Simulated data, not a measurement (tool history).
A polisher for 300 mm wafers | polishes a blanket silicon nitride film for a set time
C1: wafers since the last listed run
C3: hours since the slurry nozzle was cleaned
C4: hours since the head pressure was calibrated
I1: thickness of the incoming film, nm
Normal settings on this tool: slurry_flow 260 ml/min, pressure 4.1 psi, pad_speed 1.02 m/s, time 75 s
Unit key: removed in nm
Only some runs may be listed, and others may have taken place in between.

run 1 day=0.000 | slurry_flow=260 pressure=4.1 pad_speed=1.02 time=75 | C1=0 wafers_polished_on_this_pad=1977 C3=247.8 C4=260.3 | I1=922.5 | removed=121.9
run 2 day=1.271 | slurry_flow=260 pressure=4.1 pad_speed=1.02 time=75 | C1=410 wafers_polished_on_this_pad=2388 C3=278.3 C4=290.8 | I1=906.3 | removed=124.3
run 3 day=1.996 | slurry_flow=260 pressure=4.1 pad_speed=1.02 time=75 | C1=234 wafers_polished_on_this_pad=2623 C3=295.7 C4=308.2 | I1=907.8 | removed=122.9
run 4 day=2.625 | slurry_flow=260 pressure=4.1 pad_speed=1.02 time=75 | C1=203 wafers_polished_on_this_pad=2826 C3=310.8 C4=323.3 | I1=907.9 | removed=121.1
run 5 day=3.479 | slurry_flow=260 pressure=4.1 pad_speed=1.02 time=75 | C1=276 wafers_polished_on_this_pad=3102 C3=331.3 C4=343.8 | I1=939.4 | removed=120.6
run 6 day=4.562 | slurry_flow=315 pressure=4.1 pad_speed=1.02 time=57 | C1=350 wafers_polished_on_this_pad=3452 C3=357.3 C4=369.8 | I1=919.3 | removed=95.0
-- day=4.738 slurry nozzle cleaned
-- day=4.929 worn pad replaced by a new one
run 7 day=5.379 | slurry_flow=315 pressure=4.1 pad_speed=1.02 time=57 | C1=196 wafers_polished_on_this_pad=145 C3=15.4 C4=389.4 | I1=913.2 | removed=99.1
run 8 day=6.042 | slurry_flow=235 pressure=4.1 pad_speed=1.02 time=75 | C1=214 wafers_polished_on_this_pad=359 C3=31.3 C4=405.3 | I1=910.9 | removed=125.0
run 9 day=7.233 | slurry_flow=235 pressure=4.1 pad_speed=1.02 time=75 | C1=385 wafers_polished_on_this_pad=744 C3=59.9 C4=433.9 | I1=906.4 | removed=125.2
run 10 day=8.475 | slurry_flow=235 pressure=4.1 pad_speed=1.02 time=75 | C1=401 wafers_polished_on_this_pad=1146 C3=89.7 C4=463.7 | I1=914.6 | removed=124.3
run 11 day=9.050 | slurry_flow=330 pressure=4.1 pad_speed=1.02 time=83 | C1=185 wafers_polished_on_this_pad=1331 C3=103.5 C4=477.5 | I1=924.1 | removed=144.7
run 12 day=9.929 | slurry_flow=260 pressure=4.1 pad_speed=1.02 time=75 | C1=284 wafers_polished_on_this_pad=1616 C3=124.6 C4=498.6 | I1=920.8 | removed=124.3
run 13 day=11.021 | slurry_flow=260 pressure=4.1 pad_speed=1.02 time=75 | C1=352 wafers_polished_on_this_pad=1968 C3=150.8 C4=524.8 | I1=922.9 | removed=124.1
run 14 day=14.646 | slurry_flow=260 pressure=4.1 pad_speed=1.02 time=75 | C1=1171 wafers_polished_on_this_pad=3140 C3=237.8 C4=611.8 | I1=930.2 | removed=120.4
run 15 day=15.338 | slurry_flow=260 pressure=4.1 pad_speed=1.02 time=75 | C1=223 wafers_polished_on_this_pad=3364 C3=254.4 C4=628.4 | I1=923.2 | removed=121.2
-- day=15.812 worn pad replaced by a new one
run 16 day=15.879 | slurry_flow=260 pressure=4.1 pad_speed=1.02 time=75 | C1=121 wafers_polished_on_this_pad=21 C3=267.4 C4=641.4 | I1=915.1 | removed=117.8
run 17 day=17.308 | slurry_flow=260 pressure=4.1 pad_speed=1.02 time=75 | C1=461 wafers_polished_on_this_pad=483 C3=301.7 C4=675.7 | I1=907.7 | removed=121.9
run 18 day=18.467 | slurry_flow=260 pressure=3.6 pad_speed=1.02 time=75 | C1=374 wafers_polished_on_this_pad=858 C3=329.5 C4=703.5 | I1=920.9 | removed=104.2
-- day=19.808 slurry nozzle cleaned
run 19 day=19.829 | slurry_flow=260 pressure=4.5 pad_speed=1.20 time=65 | C1=426 wafers_polished_on_this_pad=1285 C3=0.5 C4=736.2 | I1=926.4 | removed=139.0
run 20 day=20.800 | slurry_flow=175 pressure=4.1 pad_speed=1.30 time=91 | C1=313 wafers_polished_on_this_pad=1598 C3=23.8 C4=759.5 | I1=918.8 | removed=178.3
run 21 day=21.908 | slurry_flow=260 pressure=4.1 pad_speed=1.02 time=75 | C1=358 wafers_polished_on_this_pad=1957 C3=50.4 C4=786.1 | I1=925.7 | removed=128.2
run 22 day=22.525 | slurry_flow=210 pressure=5.4 pad_speed=1.02 time=68 | C1=199 wafers_polished_on_this_pad=2156 C3=65.2 C4=800.9 | I1=923.0 | removed=145.9
run 23 day=23.329 | slurry_flow=260 pressure=4.1 pad_speed=1.32 time=97 | C1=259 wafers_polished_on_this_pad=2416 C3=84.5 C4=820.2 | I1=907.7 | removed=202.7
-- day=26.321 worn pad replaced by a new one
run 24 day=26.850 | slurry_flow=170 pressure=2.8 pad_speed=0.66 time=57 | C1=1084 wafers_polished_on_this_pad=171 C3=169.0 C4=904.7 | I1=924.1 | removed=41.4
run 25 day=27.442 | slurry_flow=320 pressure=4.1 pad_speed=0.68 time=75 | C1=191 wafers_polished_on_this_pad=362 C3=183.2 C4=918.9 | I1=921.7 | removed=91.6
run 26 day=28.208 | slurry_flow=260 pressure=3.7 pad_speed=1.02 time=75 | C1=247 wafers_polished_on_this_pad=610 C3=201.6 C4=937.3 | I1=919.0 | removed=109.4
run 27 day=29.046 | slurry_flow=210 pressure=4.1 pad_speed=1.02 time=75 | C1=270 wafers_polished_on_this_pad=880 C3=221.7 C4=957.4 | I1=905.7 | removed=115.4
run 28 day=29.712 | slurry_flow=175 pressure=3.3 pad_speed=1.24 time=86 | C1=215 wafers_polished_on_this_pad=1096 C3=237.7 C4=973.4 | I1=921.7 | removed=114.2
run 29 day=31.208 | slurry_flow=260 pressure=4.1 pad_speed=1.02 time=75 | C1=483 wafers_polished_on_this_pad=1579 C3=273.6 C4=1009.3 | I1=921.3 | removed=116.5
-- day=31.983 head pressure recalibrated
run 30 day=32.004 | slurry_flow=260 pressure=4.1 pad_speed=1.02 time=75 | C1=230 wafers_polished_on_this_pad=1810 C3=292.7 C4=0.5 | I1=909.3 | removed=117.6
run 31 day=33.271 | slurry_flow=260 pressure=4.1 pad_speed=1.02 time=75 | C1=409 wafers_polished_on_this_pad=2219 C3=323.1 C4=30.9 | I1=902.2 | removed=117.1
-- day=34.929 slurry nozzle cleaned
run 32 day=35.033 | slurry_flow=260 pressure=4.1 pad_speed=1.02 time=75 | C1=556 wafers_polished_on_this_pad=2775 C3=2.5 C4=73.2 | I1=931.5 | removed=132.1
-- day=35.354 worn pad replaced by a new one
run 33 day=36.154 | slurry_flow=235 pressure=4.1 pad_speed=1.02 time=75 | C1=308 wafers_polished_on_this_pad=258 C3=29.4 C4=100.1 | I1=923.1 | removed=124.7
run 34 day=37.492 | slurry_flow=180 pressure=4.1 pad_speed=1.02 time=75 | C1=432 wafers_polished_on_this_pad=690 C3=61.5 C4=132.2 | I1=917.6 | removed=120.7
run 35 day=38.608 | slurry_flow=260 pressure=4.1 pad_speed=1.18 time=95 | C1=360 wafers_polished_on_this_pad=1051 C3=88.3 C4=159.0 | I1=933.7 | removed=183.5
run 36 day=42.267 | slurry_flow=210 pressure=5.4 pad_speed=1.02 time=68 | C1=1182 wafers_polished_on_this_pad=2233 C3=176.1 C4=246.8 | I1=921.1 | removed=140.5
run 37 day=43.392 | slurry_flow=260 pressure=4.1 pad_speed=0.70 time=75 | C1=363 wafers_polished_on_this_pad=2597 C3=203.1 C4=273.8 | I1=919.9 | removed=91.6

Forecast run 38:
-- day=44.125 worn pad replaced by a new one
run 38 day=44.146 | slurry_flow=260 pressure=4.1 pad_speed=1.02 time=63 | C1=189 wafers_polished_on_this_pad=7 C3=221.2 C4=291.9 | I1=901.3 | removed=?

Logged for run 38: removed 102.6 nm.
On a tool with no hidden condition, and with the same random variation, this run would have come out at removed 110.1 nm.
